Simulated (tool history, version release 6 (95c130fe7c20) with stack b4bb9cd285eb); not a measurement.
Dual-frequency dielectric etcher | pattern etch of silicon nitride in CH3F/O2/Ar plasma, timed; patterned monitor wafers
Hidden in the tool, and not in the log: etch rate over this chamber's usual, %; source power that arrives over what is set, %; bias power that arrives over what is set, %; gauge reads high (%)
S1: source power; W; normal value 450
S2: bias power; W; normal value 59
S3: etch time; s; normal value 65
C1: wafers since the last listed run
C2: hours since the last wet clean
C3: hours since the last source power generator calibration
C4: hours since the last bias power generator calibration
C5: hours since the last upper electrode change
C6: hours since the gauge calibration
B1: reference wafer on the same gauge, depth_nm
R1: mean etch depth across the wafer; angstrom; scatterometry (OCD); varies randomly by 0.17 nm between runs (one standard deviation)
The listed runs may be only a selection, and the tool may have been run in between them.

| run | day | S1 | S2 | S3 | C1 | C2 | C3 | C4 | C5 | C6 | B1 | R1 |
|---|---|---|---|---|---|---|---|---|---|---|---|---|
| 1 | 0 | 450 | 59 | 65 | 0 | 294.8 | 634 | 3692 | 3560.4 | 986.3 | 44.91 | 483.2 |
|  | 2.183 | wet clean of the chamber |
| 2 | 2.204 | 450 | 59 | 65 | 322 | 0.5 | 686.9 | 3744.9 | 3613.3 | 1039.2 | 44.87 | 474.9 |
| 3 | 3.421 | 450 | 59 | 65 | 325 | 29.7 | 716.1 | 3774.1 | 3642.5 | 1068.4 | 44.89 | 477.2 |
| 4 | 5.296 | 480 | 59 | 65 | 501 | 74.7 | 761.1 | 3819.1 | 3687.5 | 1113.4 | 44.92 | 491 |
| 5 | 6.333 | 480 | 59 | 65 | 277 | 99.6 | 786 | 3844 | 3712.4 | 1138.3 | 44.89 | 493.5 |
| 6 | 8.425 | 450 | 59 | 65 | 559 | 149.8 | 836.2 | 3894.2 | 3762.6 | 1188.5 | 44.84 | 480.4 |
| 7 | 11.196 | 450 | 59 | 65 | 741 | 216.3 | 902.7 | 3960.7 | 3829.1 | 1255 | 44.94 | 482.7 |
| 8 | 12.912 | 500 | 59 | 78.5 | 459 | 257.5 | 943.9 | 4001.9 | 3870.3 | 1296.2 | 44.9 | 613.1 |
| 9 | 14.442 | 500 | 59 | 78.5 | 409 | 294.2 | 980.6 | 4038.6 | 3907 | 1332.9 | 44.88 | 618.1 |
| 10 | 17.212 | 450 | 59 | 65 | 741 | 360.7 | 1047.1 | 4105.1 | 3973.5 | 1399.4 | 44.85 | 492.2 |
|  | 18.854 | wet clean of the chamber |
| 11 | 19.504 | 450 | 59 | 65 | 345 | 15.6 | 1102.1 | 4160.1 | 4028.5 | 1454.4 | 44.98 | 473 |
|  | 20.562 | upper electrode replaced |
| 12 | 20.75 | 450 | 59 | 65 | 65 | 45.5 | 1132 | 4190 | 4.5 | 1484.3 | 44.88 | 473.1 |
|  | 21.467 | bias power generator calibrated |
| 13 | 22.696 | 450 | 59 | 65 | 476 | 92.2 | 1178.7 | 29.5 | 51.2 | 1531 | 44.9 | 477.1 |
| 14 | 24.796 | 450 | 59 | 65 | 562 | 142.6 | 1229.1 | 79.9 | 101.6 | 1581.4 | 44.89 | 480.9 |
| 15 | 26.754 | 450 | 59 | 65 | 524 | 189.6 | 1276.1 | 126.9 | 148.6 | 1628.4 | 44.89 | 481.8 |
|  | 28.183 | gauge calibrated |
| 16 | 28.417 | 360 | 66 | 84.5 | 444 | 229.5 | 1316 | 166.8 | 188.5 | 5.6 | 44.85 | 581.8 |
| 17 | 30.575 | 450 | 59 | 72 | 577 | 281.3 | 1367.8 | 218.6 | 240.3 | 57.4 | 44.82 | 538.8 |
|  | 33.138 | wet clean of the chamber |
| 18 | 33.442 | 400 | 74 | 58 | 499 | 7.3 | 1436.6 | 287.4 | 309.1 | 126.2 | 44.87 | 422 |
| 19 | 35.392 | 450 | 65 | 73 | 521 | 54.1 | 1483.4 | 334.2 | 355.9 | 173 | 44.85 | 542.4 |
| 20 | 37.771 | 360 | 65 | 53.5 | 636 | 111.2 | 1540.5 | 391.3 | 413 | 230.1 | 44.84 | 361 |
| 21 | 39.883 | 530 | 73 | 65 | 565 | 161.9 | 1591.2 | 442 | 463.7 | 280.8 | 44.9 | 544.3 |
| 22 | 41.346 | 380 | 59 | 65 | 391 | 197 | 1626.3 | 477.1 | 498.8 | 315.9 | 44.89 | 444 |
| 23 | 43.796 | 450 | 59 | 51 | 655 | 255.8 | 1685.1 | 535.9 | 557.6 | 374.7 | 44.95 | 379 |
|  | 44.467 | source power generator calibrated |
|  | 47.312 | wet clean of the chamber |
| 24 | 47.333 | 550 | 59 | 49 | 634 | 0.5 | 68.8 | 620.8 | 642.5 | 459.6 | 44.92 | 381.4 |
| 25 | 49.488 | 490 | 52 | 49 | 576 | 52.2 | 120.5 | 672.5 | 694.2 | 511.3 | 44.91 | 354.4 |
| 26 | 51.95 | 450 | 59 | 65 | 659 | 111.3 | 179.6 | 731.6 | 753.3 | 570.4 | 44.91 | 471.6 |
| 27 | 53.817 | 400 | 74 | 58 | 499 | 156.1 | 224.4 | 776.4 | 798.1 | 615.2 | 44.86 | 422.7 |
| 28 | 56.225 | 510 | 49 | 54 | 644 | 213.9 | 282.2 | 834.2 | 855.9 | 673 | 44.92 | 400.5 |
| 29 | 57.954 | 450 | 59 | 65 | 462 | 255.4 | 323.7 | 875.7 | 897.4 | 714.5 | 44.9 | 474.6 |

Some steps in R1, run to run, broken into two amounts with sign: the step expected even without the hidden condition (settings, incoming material, random variation), and the rest, left for the hidden condition together with whatever gauge scatter is not in both the measured and the hidden-condition-free result:
Run 10 -> 11: wet clean of the chamber. R1 -19.2 angstrom: hidden state -18, all else -1.2.
Run 17 -> 18: S1 450 -> 400, S2 59 -> 74, S3 72 -> 58, wet clean of the chamber. R1 -116.8 angstrom: hidden state -18.4, all else -98.4.
Run 19 -> 20: S1 450 -> 360, S3 73 -> 53.5. R1 -181.4 angstrom: hidden state -1.7, all else -179.7.
Run 20 -> 21: S1 360 -> 530, S2 65 -> 73, S3 53.5 -> 65. R1 +183.3 angstrom: hidden state +7.5, all else +175.8.

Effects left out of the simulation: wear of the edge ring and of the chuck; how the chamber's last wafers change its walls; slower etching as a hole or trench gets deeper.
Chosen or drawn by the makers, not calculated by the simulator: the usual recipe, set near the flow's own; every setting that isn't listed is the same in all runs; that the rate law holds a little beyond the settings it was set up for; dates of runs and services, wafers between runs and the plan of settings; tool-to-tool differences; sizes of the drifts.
